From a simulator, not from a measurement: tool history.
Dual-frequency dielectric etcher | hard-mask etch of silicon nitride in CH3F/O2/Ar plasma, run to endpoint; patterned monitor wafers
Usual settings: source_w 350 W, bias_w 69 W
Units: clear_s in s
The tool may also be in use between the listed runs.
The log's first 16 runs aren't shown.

| run | hour | source_w | bias_w | wafers since the last listed run | hours since the last wet clean | hours since the last source power generator calibration | hours since the last bias power generator calibration | hours since the last upper electrode change | incoming incoming film thickness, nm | clear_s |
|---|---|---|---|---|---|---|---|---|---|---|
|  | 1071.4 | wet clean of the chamber |
| 17 | 1071.9 | 350 | 69 | 472 | 0.5 | 437.8 | 309.2 | 645.5 | 54.7 | 85.8 |
| 18 | 1367.8 | 290 | 53 | 2731 | 296.4 | 733.7 | 605.1 | 941.4 | 55.2 | 101.3 |
| 19 | 1426.9 | 420 | 80 | 545 | 355.5 | 792.8 | 664.2 | 1000.5 | 55.9 | 77.7 |
| 20 | 1520.5 | 350 | 60 | 864 | 449.1 | 886.4 | 757.8 | 1094.1 | 55.6 | 90.5 |
| 21 | 1616.2 | 350 | 69 | 883 | 544.8 | 982.1 | 853.5 | 1189.8 | 55.8 | 87.6 |
| 22 | 1668.7 | 350 | 80 | 484 | 597.3 | 1034.6 | 906 | 1242.3 | 55.8 | 84.3 |
| 23 | 1705 | 350 | 55 | 335 | 633.6 | 1070.9 | 942.3 | 1278.6 | 55.9 | 93.1 |
|  | 1804 | wet clean of the chamber |
| 24 | 1804.5 | 280 | 77 | 696 | 0.5 | 1170.4 | 1041.8 | 1378.1 | 55.6 | 95.1 |
| 25 | 1879.3 | 350 | 69 | 690 | 75.3 | 1245.2 | 1116.6 | 1452.9 | 55.5 | 87.2 |
| 26 | 1916.1 | 350 | 69 | 339 | 112.1 | 1282 | 1153.4 | 1489.7 | 56.1 | 88.9 |
| 27 | 1965.6 | 300 | 69 | 456 | 161.6 | 1331.5 | 1202.9 | 1539.2 | 55.9 | 93.9 |
| 28 | 2010.8 | 400 | 78 | 417 | 206.8 | 1376.7 | 1248.1 | 1584.4 | 56.1 | 80.3 |
| 29 | 2105.8 | 330 | 60 | 876 | 301.8 | 1471.7 | 1343.1 | 1679.4 | 55.8 | 93.6 |
| 30 | 2204.1 | 350 | 55 | 907 | 400.1 | 1570 | 1441.4 | 1777.7 | 55.4 | 92.2 |
| 31 | 2293.2 | 350 | 69 | 822 | 489.2 | 1659.1 | 1530.5 | 1866.8 | 55.9 | 87.5 |
| 32 | 2390.5 | 410 | 69 | 898 | 586.5 | 1756.4 | 1627.8 | 1964.1 | 55.8 | 81.6 |
|  | 2437.2 | wet clean of the chamber |
| 33 | 2482.2 | 390 | 77 | 624 | 45 | 1848.1 | 1719.5 | 2055.8 | 55.2 | 79.9 |
| 34 | 2551 | 310 | 64 | 635 | 113.8 | 1916.9 | 1788.3 | 2124.6 | 56.5 | 95.9 |

Forecast each of these 5 alternatives for the next run:
| A | 2551.4 | 350 | 69 | 3 | 114.2 | 1917.3 | 1788.7 | 2125 | 55.3 | ? |
| B | 2551.4 | 320 | 80 | 3 | 114.2 | 1917.3 | 1788.7 | 2125 | 55.3 | ? |
| C | 2551.4 | 350 | 62 | 3 | 114.2 | 1917.3 | 1788.7 | 2125 | 55.3 | ? |
| D | 2551.4 | 350 | 75 | 3 | 114.2 | 1917.3 | 1788.7 | 2125 | 55.3 | ? |
| E | 2551.4 | 390 | 69 | 3 | 114.2 | 1917.3 | 1788.7 | 2125 | 55.3 | ? |

| run | clear_s |
|---|---|
| A | 87.4 |
| B | 87.7 |
| C | 89.7 |
| D | 85.5 |
| E | 83 |
Without the tool's hidden state the same runs would have given:
| run | clear_s |
|---|---|
| A | 87.4 |
| B | 87.7 |
| C | 89.7 |
| D | 85.5 |
| E | 83 |
